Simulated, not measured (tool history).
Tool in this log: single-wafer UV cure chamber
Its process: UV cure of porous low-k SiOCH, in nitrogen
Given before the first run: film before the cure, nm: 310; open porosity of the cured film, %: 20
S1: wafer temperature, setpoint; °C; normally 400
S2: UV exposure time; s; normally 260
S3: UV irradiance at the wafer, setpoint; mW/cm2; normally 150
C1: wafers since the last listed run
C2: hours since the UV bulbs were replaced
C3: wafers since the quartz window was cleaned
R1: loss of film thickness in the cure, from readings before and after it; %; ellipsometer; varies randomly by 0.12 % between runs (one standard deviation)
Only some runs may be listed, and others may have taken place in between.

Run 1, hour 0: usual settings but S3 135 mW/cm2; C1 0; C2 3336.7; C3 527. Result: R1 13.44 %.
Run 2, hour 14.9: usual settings; C1 63; C2 3351.6; C3 590. Result: R1 13.61 %.
Run 3, hour 30.6: usual settings; C1 66; C2 3367.3; C3 657. Result: R1 13.778 %.
Run 4, hour 41.1: usual settings; C1 44; C2 3377.8; C3 701. Result: R1 13.991 %.
Run 5, hour 47.2: usual settings but S2 190 s; C1 25; C2 3383.9; C3 727. Result: R1 11.996 %.
Run 6, hour 59.7: usual settings but S1 386 °C; C1 53; C2 3396.4; C3 780. Result: R1 13.22 %.
Run 7, hour 71: usual settings but S1 386 °C; C1 47; C2 3407.7; C3 828. Result: R1 13.504 %.
At hour 88.3: UV bulbs replaced.
At hour 95.6: quartz window cleaned.
Run 8, hour 96.1: usual settings but S2 190 s; C1 41; C2 7.8; C3 2. Result: R1 13.35 %.
Run 9, hour 97.7: usual settings; C1 6; C2 9.4; C3 9. Result: R1 14.707 %.
Run 10, hour 104.9: usual settings but S1 414 °C, S2 200 s; C1 30; C2 16.6; C3 39. Result: R1 13.775 %.
Run 11, hour 115.2: usual settings but S1 409 °C, S2 115 s, S3 119 mW/cm2; C1 43; C2 26.9; C3 83. Result: R1 9.751 %.
Run 12, hour 129.3: usual settings but S1 382 °C, S2 350 s; C1 59; C2 41; C3 143. Result: R1 15.726 %.
Run 13, hour 136.1: usual settings but S1 409 °C, S2 370 s; C1 28; C2 47.8; C3 172. Result: R1 16.248 %.
Run 14, hour 144.6: usual settings but S2 205 s, S3 117 mW/cm2; C1 36; C2 56.3; C3 208. Result: R1 11.931 %.
Run 15, hour 158.4: usual settings but S1 412 °C, S2 175 s; C1 58; C2 70.1; C3 266. Result: R1 12.41 %.

Measured less the same run without the tool's hidden state. The same run-to-run variation is in both; the gauge's scatter may not be:
Hidden state at play: lamp output below its setpoint, %; transmission lost against a clean window, %.
run      R1
  1   -1.07
  2  -1.099
  3  -1.155
  4  -1.197
  5  -1.134
  6  -1.184
  7  -1.227
  8  -0.088
  9  -0.111
 10  -0.206
 11  -0.298
 12  -0.489
 13  -0.549
 14  -0.589
 15  -0.695
